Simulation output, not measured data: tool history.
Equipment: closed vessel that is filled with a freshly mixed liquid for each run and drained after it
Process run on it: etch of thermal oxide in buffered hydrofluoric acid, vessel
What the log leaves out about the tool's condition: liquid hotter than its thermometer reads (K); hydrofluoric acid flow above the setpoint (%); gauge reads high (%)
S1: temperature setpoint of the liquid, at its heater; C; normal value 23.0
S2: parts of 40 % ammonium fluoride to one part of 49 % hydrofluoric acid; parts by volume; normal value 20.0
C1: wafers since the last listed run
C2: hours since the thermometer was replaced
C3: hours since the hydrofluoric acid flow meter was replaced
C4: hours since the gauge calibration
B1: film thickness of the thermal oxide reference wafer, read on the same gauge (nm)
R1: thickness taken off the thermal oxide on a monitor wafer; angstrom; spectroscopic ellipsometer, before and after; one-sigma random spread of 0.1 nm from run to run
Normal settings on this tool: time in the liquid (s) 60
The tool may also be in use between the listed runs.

run 1 hour=0.0 | S1=23.0 S2=20.0 time_in_the_liquid_(s)=60 | C1=0 C2=2143.6 C3=1209.4 C4=504.7 | B1=81.23 | R1=334.0
-- hour=21.5 gauge calibrated
run 2 hour=28.7 | S1=23.0 S2=20.0 time_in_the_liquid_(s)=60 | C1=3183 C2=2172.3 C3=1238.1 C4=7.2 | B1=79.81 | R1=328.5
run 3 hour=55.7 | S1=23.0 S2=20.0 time_in_the_liquid_(s)=60 | C1=2994 C2=2199.3 C3=1265.1 C4=34.2 | B1=79.92 | R1=331.2
run 4 hour=72.9 | S1=23.0 S2=14.5 time_in_the_liquid_(s)=60 | C1=1907 C2=2216.5 C3=1282.3 C4=51.4 | B1=79.99 | R1=456.5
run 5 hour=96.2 | S1=23.0 S2=23.0 time_in_the_liquid_(s)=60 | C1=2584 C2=2239.8 C3=1305.6 C4=74.7 | B1=80.13 | R1=300.2
run 6 hour=126.3 | S1=23.0 S2=23.0 time_in_the_liquid_(s)=60 | C1=3338 C2=2269.9 C3=1335.7 C4=104.8 | B1=80.20 | R1=301.5
run 7 hour=156.2 | S1=23.0 S2=20.0 time_in_the_liquid_(s)=60 | C1=3316 C2=2299.8 C3=1365.6 C4=134.7 | B1=80.31 | R1=330.8
run 8 hour=177.3 | S1=23.0 S2=20.0 time_in_the_liquid_(s)=60 | C1=2340 C2=2320.9 C3=1386.7 C4=155.8 | B1=80.36 | R1=334.3
run 9 hour=206.0 | S1=23.0 S2=20.0 time_in_the_liquid_(s)=60 | C1=3183 C2=2349.6 C3=1415.4 C4=184.5 | B1=80.39 | R1=331.2
run 10 hour=236.7 | S1=23.0 S2=26.0 time_in_the_liquid_(s)=60 | C1=3405 C2=2380.3 C3=1446.1 C4=215.2 | B1=80.54 | R1=276.8
run 11 hour=258.2 | S1=23.0 S2=26.0 time_in_the_liquid_(s)=60 | C1=2384 C2=2401.8 C3=1467.6 C4=236.7 | B1=80.59 | R1=278.1
run 12 hour=347.0 | S1=23.0 S2=20.0 time_in_the_liquid_(s)=60 | C1=9849 C2=2490.6 C3=1556.4 C4=325.5 | B1=80.85 | R1=333.1
run 13 hour=370.9 | S1=23.0 S2=20.0 time_in_the_liquid_(s)=60 | C1=2650 C2=2514.5 C3=1580.3 C4=349.4 | B1=80.94 | R1=334.3
run 14 hour=437.5 | S1=23.0 S2=20.0 time_in_the_liquid_(s)=60 | C1=7387 C2=2581.1 C3=1646.9 C4=416.0 | B1=81.18 | R1=334.5
run 15 hour=465.5 | S1=23.0 S2=20.0 time_in_the_liquid_(s)=60 | C1=3105 C2=2609.1 C3=1674.9 C4=444.0 | B1=81.26 | R1=334.7
-- hour=479.3 hydrofluoric acid flow meter replaced
run 16 hour=482.5 | S1=23.0 S2=23.0 time_in_the_liquid_(s)=60 | C1=1774 C2=2626.1 C3=3.2 C4=461.0 | B1=81.32 | R1=305.5
-- hour=488.1 thermometer replaced
-- hour=500.2 gauge calibrated
run 17 hour=511.2 | S1=21.5 S2=23.0 time_in_the_liquid_(s)=35 | C1=3072 C2=23.1 C3=31.9 C4=11.0 | B1=79.90 | R1=161.2
run 18 hour=536.7 | S1=20.0 S2=23.0 time_in_the_liquid_(s)=90 | C1=2828 C2=48.6 C3=57.4 C4=36.5 | B1=79.99 | R1=380.6
run 19 hour=561.1 | S1=23.0 S2=20.0 time_in_the_liquid_(s)=60 | C1=2706 C2=73.0 C3=81.8 C4=60.9 | B1=80.04 | R1=329.5
run 20 hour=576.2 | S1=23.0 S2=16.5 time_in_the_liquid_(s)=60 | C1=1674 C2=88.1 C3=96.9 C4=76.0 | B1=80.13 | R1=401.3
run 21 hour=601.0 | S1=23.0 S2=15.0 time_in_the_liquid_(s)=40 | C1=2750 C2=112.9 C3=121.7 C4=100.8 | B1=80.15 | R1=294.8
run 22 hour=629.6 | S1=23.0 S2=15.0 time_in_the_liquid_(s)=60 | C1=3172 C2=141.5 C3=150.3 C4=129.4 | B1=80.28 | R1=442.1
run 23 hour=663.6 | S1=21.0 S2=14.0 time_in_the_liquid_(s)=30 | C1=3771 C2=175.5 C3=184.3 C4=163.4 | B1=80.38 | R1=210.3
run 24 hour=695.4 | S1=23.0 S2=22.5 time_in_the_liquid_(s)=35 | C1=3527 C2=207.3 C3=216.1 C4=195.2 | B1=80.55 | R1=178.7
run 25 hour=730.0 | S1=23.0 S2=23.5 time_in_the_liquid_(s)=45 | C1=3837 C2=241.9 C3=250.7 C4=229.8 | B1=80.58 | R1=222.4
run 26 hour=750.0 | S1=23.0 S2=13.0 time_in_the_liquid_(s)=70 | C1=2218 C2=261.9 C3=270.7 C4=249.8 | B1=80.67 | R1=597.0

Run 27 is up next; what results do you expect?
run 27 hour=764.7 | S1=23.0 S2=20.0 time_in_the_liquid_(s)=60 | C1=1630 C2=276.6 C3=285.4 C4=264.5 | B1=? | R1=?

{"run 27": {"B1": 80.7, "R1": 332.0}}
Were there no unlogged condition in the tool, this run, its random variation unchanged, would have produced R1 329.0 angstrom.

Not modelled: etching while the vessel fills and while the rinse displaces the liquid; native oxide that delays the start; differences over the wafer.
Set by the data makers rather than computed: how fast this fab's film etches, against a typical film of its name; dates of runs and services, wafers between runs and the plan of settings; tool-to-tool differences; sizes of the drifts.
